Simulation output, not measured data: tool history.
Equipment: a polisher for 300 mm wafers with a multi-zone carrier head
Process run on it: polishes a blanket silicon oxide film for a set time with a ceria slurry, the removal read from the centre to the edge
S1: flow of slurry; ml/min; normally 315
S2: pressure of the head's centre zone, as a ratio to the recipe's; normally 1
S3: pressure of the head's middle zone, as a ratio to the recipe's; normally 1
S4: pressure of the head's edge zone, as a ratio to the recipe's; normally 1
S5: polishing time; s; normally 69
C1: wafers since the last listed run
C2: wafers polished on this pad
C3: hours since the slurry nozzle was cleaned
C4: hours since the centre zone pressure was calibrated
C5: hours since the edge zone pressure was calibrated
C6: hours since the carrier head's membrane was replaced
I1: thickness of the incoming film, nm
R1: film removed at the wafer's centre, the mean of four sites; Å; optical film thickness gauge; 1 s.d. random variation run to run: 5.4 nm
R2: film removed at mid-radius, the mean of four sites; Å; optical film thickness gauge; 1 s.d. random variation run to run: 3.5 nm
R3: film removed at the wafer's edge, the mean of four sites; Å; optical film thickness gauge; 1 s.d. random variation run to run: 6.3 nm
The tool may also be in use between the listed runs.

run 1 day=0 | S1=315 S2=1 S3=1 S4=1 S5=69 | C1=0 C2=2346 C3=537.4 C4=835.7 C5=850.3 C6=950.5 | I1=1376.2 | R1=4484 R2=4661 R3=4656
run 2 day=1.917 | S1=315 S2=1 S3=1 S4=1 S5=69 | C1=514 C2=2860 C3=583.4 C4=881.7 C5=896.3 C6=996.5 | I1=1371 | R1=4517 R2=4549 R3=4601
-- day=2.425 worn pad replaced by a new one
-- day=2.775 slurry nozzle cleaned
run 3 day=2.979 | S1=315 S2=1 S3=1 S4=1 S5=69 | C1=229 C2=137 C3=4.9 C4=907.2 C5=921.8 C6=1022 | I1=1370.7 | R1=4562 R2=4620 R3=4564
run 4 day=5.046 | S1=315 S2=1 S3=1 S4=1 S5=69 | C1=554 C2=692 C3=54.5 C4=956.8 C5=971.4 C6=1071.6 | I1=1357.8 | R1=4537 R2=4620 R3=4595
run 5 day=6.238 | S1=315 S2=1 S3=1 S4=1 S5=69 | C1=319 C2=1011 C3=83.1 C4=985.4 C5=1000 C6=1100.2 | I1=1380.2 | R1=4506 R2=4627 R3=4609
run 6 day=7.617 | S1=315 S2=1 S3=1 S4=1 S5=69 | C1=370 C2=1381 C3=116.2 C4=1018.5 C5=1033.1 C6=1133.3 | I1=1346.8 | R1=4534 R2=4649 R3=4687
run 7 day=9.438 | S1=315 S2=1 S3=0.92 S4=1 S5=69 | C1=488 C2=1870 C3=159.9 C4=1062.2 C5=1076.8 C6=1177 | I1=1398.7 | R1=4442 R2=4320 R3=4427
run 8 day=11.458 | S1=390 S2=1 S3=1 S4=1 S5=69 | C1=542 C2=2413 C3=208.4 C4=1110.7 C5=1125.3 C6=1225.5 | I1=1396.5 | R1=4639 R2=4775 R3=4577
-- day=11.792 centre zone pressure recalibrated
-- day=13.425 edge zone pressure recalibrated
run 9 day=13.875 | S1=360 S2=1 S3=1 S4=0.91 S5=69 | C1=603 C2=3016 C3=266.4 C4=50 C5=10.8 C6=1283.5 | I1=1399.7 | R1=4650 R2=4702 R3=4375
-- day=14.9 worn pad replaced by a new one
run 10 day=16.358 | S1=315 S2=1 S3=1 S4=1 S5=69 | C1=621 C2=391 C3=326 C4=109.6 C5=70.4 C6=1343.1 | I1=1378.7 | R1=4564 R2=4564 R3=4613
run 11 day=18.221 | S1=315 S2=1 S3=1 S4=1 S5=69 | C1=499 C2=890 C3=370.7 C4=154.3 C5=115.1 C6=1387.8 | I1=1360 | R1=4652 R2=4635 R3=4566
run 12 day=19.246 | S1=315 S2=1.06 S3=1 S4=1 S5=69 | C1=275 C2=1166 C3=395.3 C4=178.9 C5=139.7 C6=1412.4 | I1=1358.1 | R1=4807 R2=4674 R3=4520
-- day=22.125 slurry nozzle cleaned
run 13 day=22.146 | S1=315 S2=1 S3=1 S4=1 S5=69 | C1=767 C2=1933 C3=0.5 C4=248.5 C5=209.3 C6=1482 | I1=1391.5 | R1=4557 R2=4572 R3=4527
run 14 day=23.838 | S1=315 S2=1 S3=1 S4=1 S5=53 | C1=454 C2=2387 C3=41.1 C4=289.1 C5=249.9 C6=1522.6 | I1=1381.6 | R1=3477 R2=3551 R3=3465
-- day=25.954 worn pad replaced by a new one
-- day=26.354 carrier head's membrane replaced by a new one
run 15 day=26.375 | S1=315 S2=1 S3=1 S4=1 S5=69 | C1=580 C2=56 C3=102 C4=350 C5=310.8 C6=0.5 | I1=1368.9 | R1=4479 R2=4599 R3=4530
run 16 day=28.238 | S1=375 S2=1 S3=1.06 S4=1 S5=69 | C1=499 C2=556 C3=146.7 C4=394.7 C5=355.5 C6=45.2 | I1=1359.9 | R1=4619 R2=4961 R3=4601

Run 17 has not been measured yet. What should we expect?
run 17 day=29.442 | S1=315 S2=1 S3=1 S4=1.07 S5=69 | C1=323 C2=879 C3=175.6 C4=423.6 C5=384.4 C6=74.1 | I1=1370.9 | R1=? R2=? R3=?

{"run 17": {"R1": 4577, "R2": 4605, "R3": 4714}}
The same run, on a tool lacking any hidden state, would have yielded R1 4577 Å, R2 4605 Å, R3 4714 Å.
